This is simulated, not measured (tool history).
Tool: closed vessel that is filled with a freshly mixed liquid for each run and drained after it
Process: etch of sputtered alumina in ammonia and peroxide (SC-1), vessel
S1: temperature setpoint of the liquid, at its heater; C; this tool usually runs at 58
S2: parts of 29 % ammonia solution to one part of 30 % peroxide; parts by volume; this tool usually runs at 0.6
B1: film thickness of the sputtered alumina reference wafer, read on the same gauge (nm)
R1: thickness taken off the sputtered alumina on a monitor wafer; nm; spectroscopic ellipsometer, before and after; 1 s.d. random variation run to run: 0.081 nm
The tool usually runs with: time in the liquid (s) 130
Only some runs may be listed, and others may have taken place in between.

Run 1, hour 0: usual settings; B1 110.02. Result: R1 8.02 nm.
Run 2, hour 23.7: usual settings; B1 109.98. Result: R1 7.98 nm.
Run 3, hour 44.8: usual settings; B1 110.03. Result: R1 8 nm.
Run 4, hour 68.9: usual settings; B1 110. Result: R1 8.02 nm.
At hour 71.6: gauge calibrated.
Run 5, hour 86.8: usual settings; B1 109.99. Result: R1 7.93 nm.
At hour 117.4: thermometer replaced.
Run 6, hour 154.5: usual settings but S2 0.55 parts by volume; B1 110.03. Result: R1 8.72 nm.
Run 7, hour 184.7: usual settings but S2 0.55 parts by volume; B1 110. Result: R1 8.77 nm.
At hour 189.6: new drum of ammonia solution connected.
Run 8, hour 201.5: usual settings but S2 0.75 parts by volume; B1 109.99. Result: R1 8.97 nm.
Run 9, hour 227.5: usual settings but S2 0.75 parts by volume; B1 110.04. Result: R1 8.99 nm.
Run 10, hour 251.1: usual settings but time in the liquid (s) 95; B1 109.99. Result: R1 6.38 nm.
Run 11, hour 273: usual settings but time in the liquid (s) 205; B1 110.01. Result: R1 13.75 nm.
Run 12, hour 299.7: usual settings but S1 63.5 C, S2 0.5 parts by volume, time in the liquid (s) 155; B1 110.02. Result: R1 13.61 nm.
Run 13, hour 320.8: usual settings but S1 60.5 C, S2 0.75 parts by volume, time in the liquid (s) 85; B1 109.99. Result: R1 6.68 nm.
Run 14, hour 354.1: usual settings; B1 110.07. Result: R1 8.51 nm.
Run 15, hour 388.7: usual settings but S1 64.5 C, S2 0.7 parts by volume, time in the liquid (s) 105; B1 109.98. Result: R1 9.8 nm.
Run 16, hour 447.4: usual settings but S1 67 C, S2 0.3 parts by volume, time in the liquid (s) 90; B1 110.07. Result: R1 8.93 nm.
Run 17, hour 474.8: usual settings but S2 0.85 parts by volume, time in the liquid (s) 95; B1 110.03. Result: R1 6.42 nm.
At hour 484.7: ammonia flow meter replaced.
Run 18, hour 490.3: usual settings; B1 109.98. Result: R1 8.4 nm.
Run 19, hour 548.6: usual settings; B1 109.94. Result: R1 8.43 nm.
Run 20, hour 576.3: usual settings; B1 110.02. Result: R1 8.51 nm.
Run 21, hour 611.2: usual settings but S1 61 C, time in the liquid (s) 205; B1 109.99. Result: R1 15.64 nm.
Run 22, hour 706.4: usual settings; B1 109.94. Result: R1 8.31 nm.
Run 23, hour 734.1: usual settings but S2 0.7 parts by volume, time in the liquid (s) 65; B1 109.98. Result: R1 4.22 nm.
Run 24, hour 749.9: usual settings but S2 0.35 parts by volume, time in the liquid (s) 65; B1 110.02. Result: R1 3.89 nm.
Run 25, hour 763.8: usual settings but S2 0.85 parts by volume, time in the liquid (s) 195; B1 110.02. Result: R1 13 nm.
Run 26, hour 784.1: usual settings; B1 110.02. Result: R1 8.22 nm.
At hour 814.7: gauge calibrated.
Run 27, hour 816.7: usual settings; B1 110.02. Result: R1 8.38 nm.
Run 28, hour 837: usual settings but S1 54.5 C, time in the liquid (s) 60; B1 110. Result: R1 3.12 nm.

A few steps of R1 between consecutive runs. Split each: what settings, incoming material and random variation would produce without the hidden state, and what is left over for the hidden state, along with gauge scatter present in only one of the two compared results (measured, and without hidden state):
The hidden state here: liquid colder than its thermometer reads (K); ammonia flow above the setpoint (%); ammonia solution weaker than its label (%); gauge reads high (%).
Run 5 -> 6: S2 0.6 -> 0.55, thermometer replaced. R1 +0.79 nm: hidden state +0.91, all else -0.12.
Run 10 -> 11: time in the liquid (s) 95 -> 205. R1 +7.37 nm: hidden state -0.25, all else +7.62.
Run 24 -> 25: S2 0.35 -> 0.85, time in the liquid (s) 65 -> 195. R1 +9.11 nm: hidden state -0.71, all else +9.82.
